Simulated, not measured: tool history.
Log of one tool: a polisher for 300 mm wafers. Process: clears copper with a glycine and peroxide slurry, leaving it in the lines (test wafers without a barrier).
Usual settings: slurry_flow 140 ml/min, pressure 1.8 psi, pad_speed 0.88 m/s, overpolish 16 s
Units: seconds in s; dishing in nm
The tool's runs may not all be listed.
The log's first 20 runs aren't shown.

run      day  slurry_flow  pressure  pad_speed  overpolish  wafers since the last listed run  wafers polished on this pad  hours since the slurry nozzle was cleaned  hours since the head pressure was calibrated  incoming thickness of the incoming film, nm  seconds  dishing
      58.288  -- head pressure recalibrated
      59.071  -- slurry nozzle cleaned
 21   60.742          125       1.5       1.12          26                               557                          609                                       40.1                                          58.9                                        282.1     95.0     47.4
 22   63.308          120       1.3       1.12          23                               503                         1113                                      101.7                                         120.5                                        288.7    107.2     39.7
 23   67.458          140       1.8       0.88          16                               813                         1927                                      201.3                                         220.1                                        285.1     91.3     32.9
 24   69.758          140       1.8       0.62          10                               451                         2378                                      256.5                                         275.3                                        283.4    108.5     18.3
 25   72.158          140       1.8       0.88          13                               470                         2849                                      314.1                                         332.9                                        283.4     91.8     27.0
 26   73.738          140       1.8       0.88          16                               309                         3158                                      352.0                                         370.8                                        284.3     91.2     32.9
 27   76.738           95       1.5       1.10          16                               588                         3747                                      424.0                                         442.8                                        281.1    100.7     30.1
      79.462  -- worn pad replaced by a new one
      80.100  -- slurry nozzle cleaned
 28   81.046          160       1.4       0.96          10                               804                          302                                       22.7                                         546.2                                        290.3    103.3     19.3
 29   83.488          190       1.6       0.58          19                               478                          781                                       81.3                                         604.8                                        288.4    113.2     32.2
 30   85.517          140       1.8       0.88          16                               397                         1179                                      130.0                                         653.5                                        288.5     90.8     33.1
 31   88.283          140       1.8       0.88          16                               542                         1722                                      196.4                                         719.9                                        282.8     88.3     33.3
 32   98.633          140       1.8       0.78          25                              2030                         3752                                      444.8                                         968.3                                        282.9     92.8     47.1
     101.408  -- slurry nozzle cleaned
     102.275  -- worn pad replaced by a new one
     105.512  -- head pressure recalibrated
 33  107.612          140       2.3       1.02          16                              1703                         1030                                      148.9                                          50.4                                        286.0     70.2     41.5

Forecast each of these 3 alternatives for the next run:
  A  107.629          140       1.8       0.88          16                                 3                         1033                                      149.3                                          50.8                                        281.1        ?        ?
  B  107.629          175       1.8       1.16          10                                 3                         1033                                      149.3                                          50.8                                        281.1        ?        ?
  C  107.629          165       2.2       1.16          12                                 3                         1033                                      149.3                                          50.8                                        281.1        ?        ?

run  seconds  dishing
  A     91.1     33.1
  B     74.9     25.7
  C     64.6     34.7
Without the tool's hidden state the same runs would have given:
run  seconds  dishing
  A     91.7     32.9
  B     75.4     25.6
  C     65.1     34.5
